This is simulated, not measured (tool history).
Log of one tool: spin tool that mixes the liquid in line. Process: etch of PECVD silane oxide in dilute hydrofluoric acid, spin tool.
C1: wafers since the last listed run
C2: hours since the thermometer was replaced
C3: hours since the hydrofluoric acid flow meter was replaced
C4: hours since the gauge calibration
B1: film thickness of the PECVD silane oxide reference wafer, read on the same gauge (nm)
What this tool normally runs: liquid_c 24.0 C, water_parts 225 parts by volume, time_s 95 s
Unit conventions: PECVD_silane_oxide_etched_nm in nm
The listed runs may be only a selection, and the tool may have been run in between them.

{"run": 1, "hour": 0.0, "liquid_c": 21.5, "water_parts": 225, "time_s": 80, "C1": 0, "C2": 1481.0, "C3": 283.1, "C4": 266.7, "B1": 78.84, "PECVD_silane_oxide_etched_nm": 4.81}
{"run": 2, "hour": 31.4, "liquid_c": 21.5, "water_parts": 225, "time_s": 80, "C1": 259, "C2": 1512.4, "C3": 314.5, "C4": 298.1, "B1": 78.74, "PECVD_silane_oxide_etched_nm": 4.85}
{"run": 3, "hour": 52.4, "liquid_c": 24.0, "water_parts": 225, "time_s": 55, "C1": 173, "C2": 1533.4, "C3": 335.5, "C4": 319.1, "B1": 78.7, "PECVD_silane_oxide_etched_nm": 3.65}
{"run": 4, "hour": 80.4, "liquid_c": 21.5, "water_parts": 145, "time_s": 95, "C1": 231, "C2": 1561.4, "C3": 363.5, "C4": 347.1, "B1": 78.61, "PECVD_silane_oxide_etched_nm": 9.65}
{"run": 5, "hour": 105.8, "liquid_c": 21.5, "water_parts": 145, "time_s": 95, "C1": 210, "C2": 1586.8, "C3": 388.9, "C4": 372.5, "B1": 78.52, "PECVD_silane_oxide_etched_nm": 9.62}
{"run": 6, "hour": 135.4, "liquid_c": 21.5, "water_parts": 145, "time_s": 95, "C1": 244, "C2": 1616.4, "C3": 418.5, "C4": 402.1, "B1": 78.41, "PECVD_silane_oxide_etched_nm": 9.66}
{"run": 7, "hour": 162.1, "liquid_c": 24.0, "water_parts": 225, "time_s": 95, "C1": 220, "C2": 1643.1, "C3": 445.2, "C4": 428.8, "B1": 78.35, "PECVD_silane_oxide_etched_nm": 6.33}
{"hour": 178.3, "done": "hydrofluoric acid flow meter replaced"}
{"run": 8, "hour": 192.8, "liquid_c": 24.0, "water_parts": 225, "time_s": 95, "C1": 245, "C2": 1673.8, "C3": 14.5, "C4": 459.5, "B1": 78.22, "PECVD_silane_oxide_etched_nm": 6.29}
{"run": 9, "hour": 220.7, "liquid_c": 24.0, "water_parts": 225, "time_s": 95, "C1": 230, "C2": 1701.7, "C3": 42.4, "C4": 487.4, "B1": 78.15, "PECVD_silane_oxide_etched_nm": 6.25}
{"run": 10, "hour": 244.3, "liquid_c": 24.0, "water_parts": 225, "time_s": 95, "C1": 195, "C2": 1725.3, "C3": 66.0, "C4": 511.0, "B1": 78.06, "PECVD_silane_oxide_etched_nm": 6.27}
{"run": 11, "hour": 266.4, "liquid_c": 24.0, "water_parts": 225, "time_s": 95, "C1": 182, "C2": 1747.4, "C3": 88.1, "C4": 533.1, "B1": 78.01, "PECVD_silane_oxide_etched_nm": 6.27}
{"run": 12, "hour": 298.7, "liquid_c": 24.0, "water_parts": 225, "time_s": 95, "C1": 267, "C2": 1779.7, "C3": 120.4, "C4": 565.4, "B1": 77.91, "PECVD_silane_oxide_etched_nm": 6.24}
{"run": 13, "hour": 318.1, "liquid_c": 24.0, "water_parts": 225, "time_s": 95, "C1": 160, "C2": 1799.1, "C3": 139.8, "C4": 584.8, "B1": 77.84, "PECVD_silane_oxide_etched_nm": 6.27}
{"run": 14, "hour": 348.5, "liquid_c": 24.0, "water_parts": 225, "time_s": 95, "C1": 251, "C2": 1829.5, "C3": 170.2, "C4": 615.2, "B1": 77.74, "PECVD_silane_oxide_etched_nm": 6.24}
{"run": 15, "hour": 371.4, "liquid_c": 24.0, "water_parts": 225, "time_s": 95, "C1": 189, "C2": 1852.4, "C3": 193.1, "C4": 638.1, "B1": 77.64, "PECVD_silane_oxide_etched_nm": 6.14}
{"hour": 379.8, "done": "thermometer replaced"}
{"run": 16, "hour": 392.7, "liquid_c": 24.0, "water_parts": 225, "time_s": 95, "C1": 168, "C2": 12.9, "C3": 214.4, "C4": 659.4, "B1": 77.6, "PECVD_silane_oxide_etched_nm": 6.22}
{"run": 17, "hour": 415.9, "liquid_c": 27.0, "water_parts": 225, "time_s": 115, "C1": 192, "C2": 36.1, "C3": 237.6, "C4": 682.6, "B1": 77.5, "PECVD_silane_oxide_etched_nm": 8.29}
{"run": 18, "hour": 433.1, "liquid_c": 21.5, "water_parts": 225, "time_s": 80, "C1": 142, "C2": 53.3, "C3": 254.8, "C4": 699.8, "B1": 77.47, "PECVD_silane_oxide_etched_nm": 4.79}
{"run": 19, "hour": 453.8, "liquid_c": 20.0, "water_parts": 225, "time_s": 45, "C1": 171, "C2": 74.0, "C3": 275.5, "C4": 720.5, "B1": 77.44, "PECVD_silane_oxide_etched_nm": 2.54}
{"run": 20, "hour": 478.6, "liquid_c": 24.0, "water_parts": 280, "time_s": 95, "C1": 205, "C2": 98.8, "C3": 300.3, "C4": 745.3, "B1": 77.33, "PECVD_silane_oxide_etched_nm": 4.75}
{"run": 21, "hour": 499.4, "liquid_c": 21.0, "water_parts": 225, "time_s": 95, "C1": 172, "C2": 119.6, "C3": 321.1, "C4": 766.1, "B1": 77.21, "PECVD_silane_oxide_etched_nm": 5.55}
{"run": 22, "hour": 535.3, "liquid_c": 24.0, "water_parts": 225, "time_s": 95, "C1": 297, "C2": 155.5, "C3": 357.0, "C4": 802.0, "B1": 77.18, "PECVD_silane_oxide_etched_nm": 6.2}
{"run": 23, "hour": 565.9, "liquid_c": 24.0, "water_parts": 225, "time_s": 95, "C1": 253, "C2": 186.1, "C3": 387.6, "C4": 832.6, "B1": 77.07, "PECVD_silane_oxide_etched_nm": 6.15}
{"run": 24, "hour": 601.7, "liquid_c": 24.0, "water_parts": 225, "time_s": 140, "C1": 296, "C2": 221.9, "C3": 423.4, "C4": 868.4, "B1": 76.93, "PECVD_silane_oxide_etched_nm": 9.15}
{"run": 25, "hour": 663.8, "liquid_c": 24.0, "water_parts": 225, "time_s": 95, "C1": 513, "C2": 284.0, "C3": 485.5, "C4": 930.5, "B1": 76.73, "PECVD_silane_oxide_etched_nm": 6.17}
{"run": 26, "hour": 691.0, "liquid_c": 28.5, "water_parts": 175, "time_s": 145, "C1": 225, "C2": 311.2, "C3": 512.7, "C4": 957.7, "B1": 76.63, "PECVD_silane_oxide_etched_nm": 15.05}
{"run": 27, "hour": 712.1, "liquid_c": 24.0, "water_parts": 225, "time_s": 95, "C1": 174, "C2": 332.3, "C3": 533.8, "C4": 978.8, "B1": 76.59, "PECVD_silane_oxide_etched_nm": 6.12}
{"hour": 712.8, "done": "gauge calibrated"}
{"hour": 734.8, "done": "hydrofluoric acid flow meter replaced"}
{"run": 28, "hour": 816.9, "liquid_c": 22.0, "water_parts": 265, "time_s": 110, "C1": 859, "C2": 437.1, "C3": 82.1, "C4": 104.1, "B1": 79.53, "PECVD_silane_oxide_etched_nm": 5.58}
{"run": 29, "hour": 836.1, "liquid_c": 21.0, "water_parts": 195, "time_s": 95, "C1": 158, "C2": 456.3, "C3": 101.3, "C4": 123.3, "B1": 79.47, "PECVD_silane_oxide_etched_nm": 6.77}
{"run": 30, "hour": 867.9, "liquid_c": 24.0, "water_parts": 155, "time_s": 60, "C1": 263, "C2": 488.1, "C3": 133.1, "C4": 155.1, "B1": 79.38, "PECVD_silane_oxide_etched_nm": 6.23}
{"run": 31, "hour": 893.0, "liquid_c": 24.0, "water_parts": 225, "time_s": 95, "C1": 207, "C2": 513.2, "C3": 158.2, "C4": 180.2, "B1": 79.29, "PECVD_silane_oxide_etched_nm": 6.37}
{"run": 32, "hour": 944.4, "liquid_c": 26.5, "water_parts": 175, "time_s": 40, "C1": 425, "C2": 564.6, "C3": 209.6, "C4": 231.6, "B1": 79.12, "PECVD_silane_oxide_etched_nm": 3.97}

What the log doesn't show, run by run:
liquid hotter than its thermometer reads (K): 0 on each run
hydrofluoric acid flow below the setpoint (%): 0 on each run
H1: gauge reads high (%)
run=1 H1=-1.43
run=2 H1=-1.56
run=3 H1=-1.64
run=4 H1=-1.75
run=5 H1=-1.86
run=6 H1=-1.97
run=7 H1=-2.08
run=8 H1=-2.2
run=9 H1=-2.32
run=10 H1=-2.41
run=11 H1=-2.5
run=12 H1=-2.63
run=13 H1=-2.7
run=14 H1=-2.83
run=15 H1=-2.92
run=16 H1=-3
run=17 H1=-3.1
run=18 H1=-3.16
run=19 H1=-3.25
run=20 H1=-3.35
run=21 H1=-3.43
run=22 H1=-3.57
run=23 H1=-3.7
run=24 H1=-3.84
run=25 H1=-4.09
run=26 H1=-4.2
run=27 H1=-4.28
run=28 H1=-0.572
run=29 H1=-0.649
run=30 H1=-0.776
run=31 H1=-0.877
run=32 H1=-1.08
